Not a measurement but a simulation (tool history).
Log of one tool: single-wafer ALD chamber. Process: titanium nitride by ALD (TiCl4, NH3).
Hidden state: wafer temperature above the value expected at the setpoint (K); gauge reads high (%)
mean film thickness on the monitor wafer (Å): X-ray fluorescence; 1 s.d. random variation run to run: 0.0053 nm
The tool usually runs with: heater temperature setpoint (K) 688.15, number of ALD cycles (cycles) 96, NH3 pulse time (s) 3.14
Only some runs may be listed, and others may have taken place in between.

| run | hour | heater temperature setpoint (K) | number of ALD cycles (cycles) | NH3 pulse time (s) | wafers since the last listed run | hours since the last thermocouple change | hours since the showerhead was replaced | hours since the gauge calibration | read-back reference wafer on the same gauge, thickness_nm | mean film thickness on the monitor wafer (Å) |
|---|---|---|---|---|---|---|---|---|---|---|
| 1 | 0 | 688.15 | 96 | 3.14 | 0 | 968.1 | 7866.6 | 779.7 | 1.839 | 21.25 |
| 2 | 65.5 | 688.15 | 96 | 3.14 | 194 | 1033.6 | 7932.1 | 845.2 | 1.84 | 21.25 |
| 3 | 118.9 | 688.15 | 96 | 3.14 | 158 | 1087 | 7985.5 | 898.6 | 1.84 | 21.24 |
| 4 | 182 | 688.15 | 96 | 3.14 | 187 | 1150.1 | 8048.6 | 961.7 | 1.838 | 21.27 |
| 5 | 414 | 688.15 | 96 | 3.14 | 689 | 1382.1 | 8280.6 | 1193.7 | 1.84 | 21.29 |
|  | 420 | gauge calibrated |
| 6 | 463.5 | 688.15 | 96 | 3.14 | 147 | 1431.6 | 8330.1 | 43.5 | 1.841 | 21.21 |
| 7 | 542.6 | 677.15 | 96 | 3.14 | 235 | 1510.7 | 8409.2 | 122.6 | 1.841 | 21.21 |
|  | 554.9 | showerhead replaced |
| 8 | 587 | 695.15 | 96 | 3.14 | 108 | 1555.1 | 32.1 | 167 | 1.841 | 21.34 |
| 9 | 686.5 | 688.15 | 96 | 2.74 | 295 | 1654.6 | 131.6 | 266.5 | 1.841 | 21.17 |
| 10 | 781.4 | 692.15 | 81 | 2.27 | 282 | 1749.5 | 226.5 | 361.4 | 1.839 | 17.88 |
|  | 920.9 | thermocouple changed; heater temperature recalibrated |
| 11 | 933 | 688.15 | 96 | 3.14 | 426 | 12.1 | 378.1 | 513 | 1.838 | 21.22 |
| 12 | 1022.3 | 693.15 | 96 | 3.14 | 265 | 101.4 | 467.4 | 602.3 | 1.841 | 21.22 |
| 13 | 1115.3 | 701.15 | 96 | 3.14 | 276 | 194.4 | 560.4 | 695.3 | 1.839 | 21.28 |
| 14 | 1213.1 | 680.15 | 96 | 3.95 | 290 | 292.2 | 658.2 | 793.1 | 1.841 | 21.32 |

Take each entry between the runs: how does the hidden state at the last listed run before it differ from the hidden state at the first listed run after it?
From run 5 to run 6: gauge calibrated (hour 420)
  no hidden state differs between the two runs
From run 7 to run 8: showerhead replaced (hour 554.9)
  no hidden state differs between the two runs
From run 10 to run 11: thermocouple changed; heater temperature recalibrated (hour 920.9)
  no hidden state differs between the two runs
